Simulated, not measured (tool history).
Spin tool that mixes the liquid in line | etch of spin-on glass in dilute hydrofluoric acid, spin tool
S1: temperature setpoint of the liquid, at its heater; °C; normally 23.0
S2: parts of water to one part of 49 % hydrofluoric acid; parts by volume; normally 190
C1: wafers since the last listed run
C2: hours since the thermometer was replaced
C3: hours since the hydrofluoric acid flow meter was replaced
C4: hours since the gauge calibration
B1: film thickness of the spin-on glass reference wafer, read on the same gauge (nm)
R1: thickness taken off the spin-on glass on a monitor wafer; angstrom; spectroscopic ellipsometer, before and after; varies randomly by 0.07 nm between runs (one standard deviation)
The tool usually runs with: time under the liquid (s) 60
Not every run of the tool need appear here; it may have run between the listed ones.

{"run": 1, "hour": 0.0, "S1": 23.0, "S2": 190, "time under the liquid (s)": 60, "C1": 0, "C2": 907.1, "C3": 589.2, "C4": 196.3, "B1": 29.96, "R1": 100.9}
{"run": 2, "hour": 19.2, "S1": 23.0, "S2": 190, "time under the liquid (s)": 60, "C1": 143, "C2": 926.3, "C3": 608.4, "C4": 215.5, "B1": 30.0, "R1": 100.0}
{"run": 3, "hour": 44.8, "S1": 23.0, "S2": 190, "time under the liquid (s)": 60, "C1": 191, "C2": 951.9, "C3": 634.0, "C4": 241.1, "B1": 30.02, "R1": 101.5}
{"run": 4, "hour": 69.6, "S1": 23.0, "S2": 190, "time under the liquid (s)": 60, "C1": 185, "C2": 976.7, "C3": 658.8, "C4": 265.9, "B1": 29.97, "R1": 99.6}
{"run": 5, "hour": 116.8, "S1": 23.0, "S2": 190, "time under the liquid (s)": 60, "C1": 353, "C2": 1023.9, "C3": 706.0, "C4": 313.1, "B1": 30.0, "R1": 98.9}
{"run": 6, "hour": 173.1, "S1": 23.0, "S2": 190, "time under the liquid (s)": 60, "C1": 422, "C2": 1080.2, "C3": 762.3, "C4": 369.4, "B1": 29.99, "R1": 99.6}
{"run": 7, "hour": 194.6, "S1": 23.0, "S2": 190, "time under the liquid (s)": 60, "C1": 161, "C2": 1101.7, "C3": 783.8, "C4": 390.9, "B1": 30.03, "R1": 100.1}
{"run": 8, "hour": 216.0, "S1": 23.0, "S2": 190, "time under the liquid (s)": 60, "C1": 160, "C2": 1123.1, "C3": 805.2, "C4": 412.3, "B1": 30.03, "R1": 99.1}
{"run": 9, "hour": 228.1, "S1": 20.5, "S2": 160, "time under the liquid (s)": 60, "C1": 90, "C2": 1135.2, "C3": 817.3, "C4": 424.4, "B1": 29.97, "R1": 111.0}
{"run": 10, "hour": 244.2, "S1": 23.0, "S2": 190, "time under the liquid (s)": 60, "C1": 120, "C2": 1151.3, "C3": 833.4, "C4": 440.5, "B1": 29.98, "R1": 98.5}
{"hour": 247.3, "done": "gauge calibrated"}
{"run": 11, "hour": 257.2, "S1": 23.0, "S2": 190, "time under the liquid (s)": 60, "C1": 97, "C2": 1164.3, "C3": 846.4, "C4": 9.9, "B1": 29.98, "R1": 98.9}
{"run": 12, "hour": 288.1, "S1": 23.0, "S2": 190, "time under the liquid (s)": 60, "C1": 231, "C2": 1195.2, "C3": 877.3, "C4": 40.8, "B1": 29.99, "R1": 98.2}
{"run": 13, "hour": 322.2, "S1": 23.0, "S2": 240, "time under the liquid (s)": 60, "C1": 255, "C2": 1229.3, "C3": 911.4, "C4": 74.9, "B1": 30.0, "R1": 73.9}
{"hour": 339.4, "done": "thermometer replaced"}
{"hour": 342.9, "done": "hydrofluoric acid flow meter replaced"}
{"run": 14, "hour": 353.7, "S1": 23.0, "S2": 190, "time under the liquid (s)": 75, "C1": 221, "C2": 14.3, "C3": 10.8, "C4": 106.4, "B1": 29.98, "R1": 130.3}
{"run": 15, "hour": 373.6, "S1": 23.0, "S2": 230, "time under the liquid (s)": 60, "C1": 149, "C2": 34.2, "C3": 30.7, "C4": 126.3, "B1": 29.99, "R1": 82.4}
{"run": 16, "hour": 407.3, "S1": 23.0, "S2": 165, "time under the liquid (s)": 60, "C1": 252, "C2": 67.9, "C3": 64.4, "C4": 160.0, "B1": 29.98, "R1": 122.2}
{"run": 17, "hour": 424.9, "S1": 23.0, "S2": 190, "time under the liquid (s)": 60, "C1": 131, "C2": 85.5, "C3": 82.0, "C4": 177.6, "B1": 30.0, "R1": 102.0}
{"run": 18, "hour": 451.4, "S1": 24.5, "S2": 100, "time under the liquid (s)": 60, "C1": 198, "C2": 112.0, "C3": 108.5, "C4": 204.1, "B1": 30.0, "R1": 230.7}
{"run": 19, "hour": 478.6, "S1": 27.5, "S2": 255, "time under the liquid (s)": 75, "C1": 203, "C2": 139.2, "C3": 135.7, "C4": 231.3, "B1": 30.0, "R1": 104.5}

Each row is a separate what-if for the run after 19, all from the same tool condition, not one after another. Results?
{"run": "A", "hour": 479.0, "S1": 23.0, "S2": 140, "time under the liquid (s)": 60, "C1": 2, "C2": 139.6, "C3": 136.1, "C4": 231.7, "B1": "?", "R1": "?"}
{"run": "B", "hour": 479.0, "S1": 26.5, "S2": 225, "time under the liquid (s)": 35, "C1": 2, "C2": 139.6, "C3": 136.1, "C4": 231.7, "B1": "?", "R1": "?"}
{"run": "C", "hour": 479.0, "S1": 26.5, "S2": 115, "time under the liquid (s)": 60, "C1": 2, "C2": 139.6, "C3": 136.1, "C4": 231.7, "B1": "?", "R1": "?"}
{"run": "D", "hour": 479.0, "S1": 25.5, "S2": 255, "time under the liquid (s)": 60, "C1": 2, "C2": 139.6, "C3": 136.1, "C4": 231.7, "B1": "?", "R1": "?"}

run=A B1=30.01 R1=148.6
run=B B1=30.01 R1=55.8
run=C B1=30.01 R1=213.4
run=D B1=30.01 R1=78.8
What these runs would have given with no unlogged condition in the tool:
run=A R1=152.1
run=B R1=57.2
run=C R1=218.4
run=D R1=80.8
